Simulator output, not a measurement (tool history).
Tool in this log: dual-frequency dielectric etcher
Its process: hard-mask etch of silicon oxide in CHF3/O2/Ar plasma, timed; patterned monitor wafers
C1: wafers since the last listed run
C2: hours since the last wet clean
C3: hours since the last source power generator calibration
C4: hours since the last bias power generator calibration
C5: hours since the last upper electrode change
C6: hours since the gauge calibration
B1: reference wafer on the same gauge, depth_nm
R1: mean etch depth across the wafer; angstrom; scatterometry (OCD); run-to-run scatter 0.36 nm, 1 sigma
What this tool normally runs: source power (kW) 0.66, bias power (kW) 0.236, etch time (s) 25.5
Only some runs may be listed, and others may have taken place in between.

{"run": 1, "day": 0.0, "source power (kW)": 0.66, "bias power (kW)": 0.236, "etch time (s)": 29.5, "C1": 0, "C2": 690.6, "C3": 3399.6, "C4": 575.4, "C5": 3813.3, "C6": 536.4, "B1": 52.6, "R1": 624}
{"day": 0.796, "done": "wet clean of the chamber"}
{"run": 2, "day": 2.754, "source power (kW)": 0.66, "bias power (kW)": 0.236, "etch time (s)": 29.5, "C1": 496, "C2": 47, "C3": 3465.7, "C4": 641.5, "C5": 3879.4, "C6": 602.5, "B1": 52.6, "R1": 664}
{"run": 3, "day": 5.733, "source power (kW)": 0.66, "bias power (kW)": 0.236, "etch time (s)": 29.5, "C1": 756, "C2": 118.5, "C3": 3537.2, "C4": 713, "C5": 3950.9, "C6": 674, "B1": 52.6, "R1": 651}
{"run": 4, "day": 7.0, "source power (kW)": 0.66, "bias power (kW)": 0.236, "etch time (s)": 25.5, "C1": 321, "C2": 148.9, "C3": 3567.6, "C4": 743.4, "C5": 3981.3, "C6": 704.4, "B1": 52.6, "R1": 557}
{"run": 5, "day": 8.308, "source power (kW)": 0.66, "bias power (kW)": 0.236, "etch time (s)": 25.5, "C1": 332, "C2": 180.3, "C3": 3599, "C4": 774.8, "C5": 4012.7, "C6": 735.8, "B1": 52.5, "R1": 564}
{"run": 6, "day": 9.517, "source power (kW)": 0.66, "bias power (kW)": 0.236, "etch time (s)": 25.5, "C1": 306, "C2": 209.3, "C3": 3628, "C4": 803.8, "C5": 4041.7, "C6": 764.8, "B1": 52.6, "R1": 562}
{"run": 7, "day": 12.383, "source power (kW)": 0.66, "bias power (kW)": 0.216, "etch time (s)": 25.5, "C1": 728, "C2": 278.1, "C3": 3696.8, "C4": 872.6, "C5": 4110.5, "C6": 833.6, "B1": 52.6, "R1": 531}
{"run": 8, "day": 14.908, "source power (kW)": 0.66, "bias power (kW)": 0.216, "etch time (s)": 25.5, "C1": 641, "C2": 338.7, "C3": 3757.4, "C4": 933.2, "C5": 4171.1, "C6": 894.2, "B1": 52.5, "R1": 532}
{"run": 9, "day": 17.283, "source power (kW)": 0.66, "bias power (kW)": 0.216, "etch time (s)": 25.5, "C1": 603, "C2": 395.7, "C3": 3814.4, "C4": 990.2, "C5": 4228.1, "C6": 951.2, "B1": 52.7, "R1": 538}
{"run": 10, "day": 19.717, "source power (kW)": 0.72, "bias power (kW)": 0.236, "etch time (s)": 25.5, "C1": 618, "C2": 454.1, "C3": 3872.8, "C4": 1048.6, "C5": 4286.5, "C6": 1009.6, "B1": 52.6, "R1": 580}
{"run": 11, "day": 22.696, "source power (kW)": 0.72, "bias power (kW)": 0.236, "etch time (s)": 25.5, "C1": 756, "C2": 525.6, "C3": 3944.3, "C4": 1120.1, "C5": 4358, "C6": 1081.1, "B1": 52.6, "R1": 573}
{"run": 12, "day": 24.533, "source power (kW)": 0.66, "bias power (kW)": 0.236, "etch time (s)": 25.5, "C1": 466, "C2": 569.7, "C3": 3988.4, "C4": 1164.2, "C5": 4402.1, "C6": 1125.2, "B1": 52.7, "R1": 550}
{"day": 25.775, "done": "gauge calibrated"}
{"day": 26.179, "done": "upper electrode replaced"}
{"day": 26.575, "done": "source power generator calibrated"}
{"day": 27.083, "done": "wet clean of the chamber"}
{"run": 13, "day": 27.104, "source power (kW)": 0.66, "bias power (kW)": 0.236, "etch time (s)": 25.5, "C1": 227, "C2": 0.5, "C3": 12.7, "C4": 1225.9, "C5": 22.2, "C6": 31.9, "B1": 52.6, "R1": 568}
{"run": 14, "day": 28.029, "source power (kW)": 0.76, "bias power (kW)": 0.236, "etch time (s)": 22.5, "C1": 234, "C2": 22.7, "C3": 34.9, "C4": 1248.1, "C5": 44.4, "C6": 54.1, "B1": 52.5, "R1": 540}
{"run": 15, "day": 30.162, "source power (kW)": 0.54, "bias power (kW)": 0.279, "etch time (s)": 19, "C1": 541, "C2": 73.9, "C3": 86.1, "C4": 1299.3, "C5": 95.6, "C6": 105.3, "B1": 52.7, "R1": 398}
{"run": 16, "day": 32.888, "source power (kW)": 0.66, "bias power (kW)": 0.236, "etch time (s)": 25.5, "C1": 692, "C2": 139.3, "C3": 151.5, "C4": 1364.7, "C5": 161, "C6": 170.7, "B1": 52.6, "R1": 562}
{"run": 17, "day": 34.379, "source power (kW)": 0.66, "bias power (kW)": 0.236, "etch time (s)": 25.5, "C1": 378, "C2": 175.1, "C3": 187.3, "C4": 1400.5, "C5": 196.8, "C6": 206.5, "B1": 52.5, "R1": 564}
{"run": 18, "day": 35.546, "source power (kW)": 0.66, "bias power (kW)": 0.213, "etch time (s)": 25.5, "C1": 296, "C2": 203.1, "C3": 215.3, "C4": 1428.5, "C5": 224.8, "C6": 234.5, "B1": 52.7, "R1": 540}
{"run": 19, "day": 38.288, "source power (kW)": 0.57, "bias power (kW)": 0.282, "etch time (s)": 29.5, "C1": 696, "C2": 268.9, "C3": 281.1, "C4": 1494.3, "C5": 290.6, "C6": 300.3, "B1": 52.7, "R1": 638}
{"run": 20, "day": 39.562, "source power (kW)": 0.82, "bias power (kW)": 0.258, "etch time (s)": 32.5, "C1": 323, "C2": 299.5, "C3": 311.7, "C4": 1524.9, "C5": 321.2, "C6": 330.9, "B1": 52.6, "R1": 820}
{"run": 21, "day": 40.971, "source power (kW)": 0.55, "bias power (kW)": 0.282, "etch time (s)": 31, "C1": 357, "C2": 333.3, "C3": 345.5, "C4": 1558.7, "C5": 355, "C6": 364.7, "B1": 52.4, "R1": 656}
{"day": 44.033, "done": "bias power generator calibrated"}
{"run": 22, "day": 44.054, "source power (kW)": 0.66, "bias power (kW)": 0.236, "etch time (s)": 25.5, "C1": 740, "C2": 407.3, "C3": 419.5, "C4": 0.5, "C5": 429, "C6": 438.7, "B1": 52.7, "R1": 551}
{"run": 23, "day": 46.888, "source power (kW)": 0.66, "bias power (kW)": 0.216, "etch time (s)": 25.5, "C1": 719, "C2": 475.3, "C3": 487.5, "C4": 68.5, "C5": 497, "C6": 506.7, "B1": 52.5, "R1": 529}
{"run": 24, "day": 47.9, "source power (kW)": 0.74, "bias power (kW)": 0.236, "etch time (s)": 20, "C1": 257, "C2": 499.6, "C3": 511.8, "C4": 92.8, "C5": 521.3, "C6": 531, "B1": 52.8, "R1": 459}
{"run": 25, "day": 50.475, "source power (kW)": 0.77, "bias power (kW)": 0.236, "etch time (s)": 20.5, "C1": 653, "C2": 561.4, "C3": 573.6, "C4": 154.6, "C5": 583.1, "C6": 592.8, "B1": 52.6, "R1": 481}
{"run": 26, "day": 51.762, "source power (kW)": 0.66, "bias power (kW)": 0.236, "etch time (s)": 32.5, "C1": 326, "C2": 592.3, "C3": 604.5, "C4": 185.5, "C5": 614, "C6": 623.7, "B1": 52.5, "R1": 695}
{"run": 27, "day": 55.733, "source power (kW)": 0.66, "bias power (kW)": 0.236, "etch time (s)": 25.5, "C1": 1008, "C2": 687.6, "C3": 699.8, "C4": 280.8, "C5": 709.3, "C6": 719, "B1": 52.7, "R1": 545}

For each entry between runs, how does the tool's hidden state at the last listed run before it compare with that at the first listed run after it?
From run 1 to run 2: wet clean of the chamber (day 0.796)
  etch rate over this chamber's usual, %: -3.64 -> 0.135
  measured value less the no-hidden-state value, R1: -24 -> +1 angstrom
From run 12 to run 13: gauge calibrated (day 25.775); upper electrode replaced (day 26.179); source power generator calibrated (day 26.575); wet clean of the chamber (day 27.083)
  etch rate over this chamber's usual, %: -3.21 -> 0.206
  measured value less the no-hidden-state value, R1: -18 -> +1 angstrom
From run 21 to run 22: bias power generator calibrated (day 44.033)
  etch rate over this chamber's usual, %: -1.92 -> -2.4
  measured value less the no-hidden-state value, R1: -13 -> -13 angstrom
